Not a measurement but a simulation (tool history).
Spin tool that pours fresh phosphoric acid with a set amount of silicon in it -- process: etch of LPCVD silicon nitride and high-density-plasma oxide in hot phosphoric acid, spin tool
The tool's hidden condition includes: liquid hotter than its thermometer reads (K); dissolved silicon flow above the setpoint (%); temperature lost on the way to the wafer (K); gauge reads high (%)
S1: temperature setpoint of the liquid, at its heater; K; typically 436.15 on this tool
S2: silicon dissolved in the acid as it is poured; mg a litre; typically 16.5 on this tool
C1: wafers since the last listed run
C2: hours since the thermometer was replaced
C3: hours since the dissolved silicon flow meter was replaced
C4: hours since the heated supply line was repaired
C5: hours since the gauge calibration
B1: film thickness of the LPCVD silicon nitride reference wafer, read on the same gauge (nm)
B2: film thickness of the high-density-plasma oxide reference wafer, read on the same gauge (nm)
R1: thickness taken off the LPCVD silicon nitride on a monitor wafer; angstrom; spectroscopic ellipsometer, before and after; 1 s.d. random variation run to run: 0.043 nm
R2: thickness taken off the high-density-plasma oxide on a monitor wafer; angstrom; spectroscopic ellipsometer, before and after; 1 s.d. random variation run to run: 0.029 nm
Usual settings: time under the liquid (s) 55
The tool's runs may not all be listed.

{"run": 1, "hour": 0.0, "S1": 436.15, "S2": 16.5, "time under the liquid (s)": 55, "C1": 0, "C2": 1411, "C3": 416.2, "C4": 1607.3, "C5": 703.9, "B1": 119.956, "B2": 60.042, "R1": 52.65, "R2": 3.5}
{"run": 2, "hour": 40.5, "S1": 436.15, "S2": 16.5, "time under the liquid (s)": 55, "C1": 403, "C2": 1451.5, "C3": 456.7, "C4": 1647.8, "C5": 744.4, "B1": 120.012, "B2": 60.02, "R1": 53.65, "R2": 2.02}
{"run": 3, "hour": 113.7, "S1": 436.15, "S2": 16.5, "time under the liquid (s)": 55, "C1": 729, "C2": 1524.7, "C3": 529.9, "C4": 1721, "C5": 817.6, "B1": 120.008, "B2": 59.964, "R1": 53.71, "R2": 2.41}
{"run": 4, "hour": 183.7, "S1": 434.65, "S2": 19.5, "time under the liquid (s)": 55, "C1": 697, "C2": 1594.7, "C3": 599.9, "C4": 1791, "C5": 887.6, "B1": 120.04, "B2": 59.964, "R1": 50.5, "R2": 2.04}
{"run": 5, "hour": 235.8, "S1": 434.65, "S2": 19.5, "time under the liquid (s)": 55, "C1": 518, "C2": 1646.8, "C3": 652, "C4": 1843.1, "C5": 939.7, "B1": 120.004, "B2": 59.974, "R1": 50.01, "R2": 2.38}
{"run": 6, "hour": 338.7, "S1": 434.65, "S2": 19.5, "time under the liquid (s)": 55, "C1": 1024, "C2": 1749.7, "C3": 754.9, "C4": 1946, "C5": 1042.6, "B1": 120.027, "B2": 59.998, "R1": 51.24, "R2": 2.19}
{"hour": 395.8, "done": "thermometer replaced"}
{"run": 7, "hour": 435.3, "S1": 436.15, "S2": 16.5, "time under the liquid (s)": 55, "C1": 952, "C2": 39.5, "C3": 851.5, "C4": 2042.6, "C5": 1139.2, "B1": 119.982, "B2": 60.012, "R1": 49.51, "R2": 2.01}
{"run": 8, "hour": 471.5, "S1": 436.15, "S2": 16.5, "time under the liquid (s)": 55, "C1": 360, "C2": 75.7, "C3": 887.7, "C4": 2078.8, "C5": 1175.4, "B1": 120.017, "B2": 59.991, "R1": 49.73, "R2": 2.53}
{"run": 9, "hour": 536.8, "S1": 436.15, "S2": 16.5, "time under the liquid (s)": 55, "C1": 650, "C2": 141, "C3": 953, "C4": 2144.1, "C5": 1240.7, "B1": 120.003, "B2": 59.987, "R1": 49.92, "R2": 2.28}
{"run": 10, "hour": 599.0, "S1": 436.15, "S2": 16.5, "time under the liquid (s)": 55, "C1": 619, "C2": 203.2, "C3": 1015.2, "C4": 2206.3, "C5": 1302.9, "B1": 119.977, "B2": 59.988, "R1": 49.69, "R2": 2.51}
{"run": 11, "hour": 678.5, "S1": 436.15, "S2": 16.5, "time under the liquid (s)": 20, "C1": 791, "C2": 282.7, "C3": 1094.7, "C4": 2285.8, "C5": 1382.4, "B1": 120.053, "B2": 60.018, "R1": 18.17, "R2": 0.78}
{"hour": 730.9, "done": "dissolved silicon flow meter replaced"}
{"run": 12, "hour": 760.2, "S1": 437.65, "S2": 6.5, "time under the liquid (s)": 70, "C1": 803, "C2": 364.4, "C3": 29.3, "C4": 2367.5, "C5": 1464.1, "B1": 119.999, "B2": 59.968, "R1": 67.47, "R2": 5.15}
{"run": 13, "hour": 805.2, "S1": 434.15, "S2": 21.5, "time under the liquid (s)": 45, "C1": 448, "C2": 409.4, "C3": 74.3, "C4": 2412.5, "C5": 1509.1, "B1": 119.956, "B2": 60.004, "R1": 38.69, "R2": 1.11}
{"run": 14, "hour": 886.6, "S1": 436.15, "S2": 16.5, "time under the liquid (s)": 55, "C1": 810, "C2": 490.8, "C3": 155.7, "C4": 2493.9, "C5": 1590.5, "B1": 120.003, "B2": 60.01, "R1": 50.64, "R2": 1.94}
{"run": 15, "hour": 961.2, "S1": 436.15, "S2": 16.5, "time under the liquid (s)": 55, "C1": 743, "C2": 565.4, "C3": 230.3, "C4": 2568.5, "C5": 1665.1, "B1": 120.018, "B2": 60.026, "R1": 50.8, "R2": 2.34}
{"hour": 986.4, "done": "heated supply line repaired"}
{"run": 16, "hour": 997.3, "S1": 438.15, "S2": 20, "time under the liquid (s)": 25, "C1": 349, "C2": 601.5, "C3": 266.4, "C4": 10.9, "C5": 1701.2, "B1": 120.019, "B2": 59.942, "R1": 24.83, "R2": 0.81}
{"hour": 1061.8, "done": "gauge calibrated"}
{"run": 17, "hour": 1094.7, "S1": 436.15, "S2": 16.5, "time under the liquid (s)": 55, "C1": 970, "C2": 698.9, "C3": 363.8, "C4": 108.3, "C5": 32.9, "B1": 120.013, "B2": 60.001, "R1": 51.34, "R2": 2.26}
{"run": 18, "hour": 1196.6, "S1": 435.15, "S2": 16.5, "time under the liquid (s)": 55, "C1": 1015, "C2": 800.8, "C3": 465.7, "C4": 210.2, "C5": 134.8, "B1": 119.972, "B2": 60.001, "R1": 49.36, "R2": 2.53}
{"run": 19, "hour": 1260.7, "S1": 434.15, "S2": 29, "time under the liquid (s)": 70, "C1": 638, "C2": 864.9, "C3": 529.8, "C4": 274.3, "C5": 198.9, "B1": 120.025, "B2": 60.011, "R1": 61.34, "R2": 2.07}
{"run": 20, "hour": 1354.5, "S1": 437.15, "S2": 26, "time under the liquid (s)": 90, "C1": 934, "C2": 958.7, "C3": 623.6, "C4": 368.1, "C5": 292.7, "B1": 120.017, "B2": 60.002, "R1": 87.85, "R2": 2.82}

Forecast each of these 5 alternatives for the next run:
{"run": "A", "hour": 1354.9, "S1": 436.15, "S2": 16.5, "time under the liquid (s)": 55, "C1": 3, "C2": 959.1, "C3": 624, "C4": 368.5, "C5": 293.1, "B1": "?", "B2": "?", "R1": "?", "R2": "?"}
{"run": "B", "hour": 1354.9, "S1": 435.15, "S2": 24.5, "time under the liquid (s)": 55, "C1": 3, "C2": 959.1, "C3": 624, "C4": 368.5, "C5": 293.1, "B1": "?", "B2": "?", "R1": "?", "R2": "?"}
{"run": "C", "hour": 1354.9, "S1": 435.15, "S2": 9.5, "time under the liquid (s)": 55, "C1": 3, "C2": 959.1, "C3": 624, "C4": 368.5, "C5": 293.1, "B1": "?", "B2": "?", "R1": "?", "R2": "?"}
{"run": "D", "hour": 1354.9, "S1": 437.65, "S2": 16.5, "time under the liquid (s)": 35, "C1": 3, "C2": 959.1, "C3": 624, "C4": 368.5, "C5": 293.1, "B1": "?", "B2": "?", "R1": "?", "R2": "?"}
{"run": "E", "hour": 1354.9, "S1": 436.15, "S2": 16.5, "time under the liquid (s)": 70, "C1": 3, "C2": 959.1, "C3": 624, "C4": 368.5, "C5": 293.1, "B1": "?", "B2": "?", "R1": "?", "R2": "?"}

run=A B1=119.958 B2=60.006 R1=51.8 R2=2.4
run=B B1=119.958 B2=60.006 R1=50.12 R2=1.77
run=C B1=119.958 B2=60.006 R1=50.12 R2=2.64
run=D B1=119.958 B2=60.006 R1=34.62 R2=1.7
run=E B1=119.958 B2=60.006 R1=65.92 R2=3.05
The same runs, with their run-to-run variation unchanged, on a tool lacking any hidden condition would have given:
run=A R1=49.15 R2=2.14
run=B R1=47.54 R2=1.57
run=C R1=47.54 R2=2.35
run=D R1=32.86 R2=1.52
run=E R1=62.55 R2=2.72
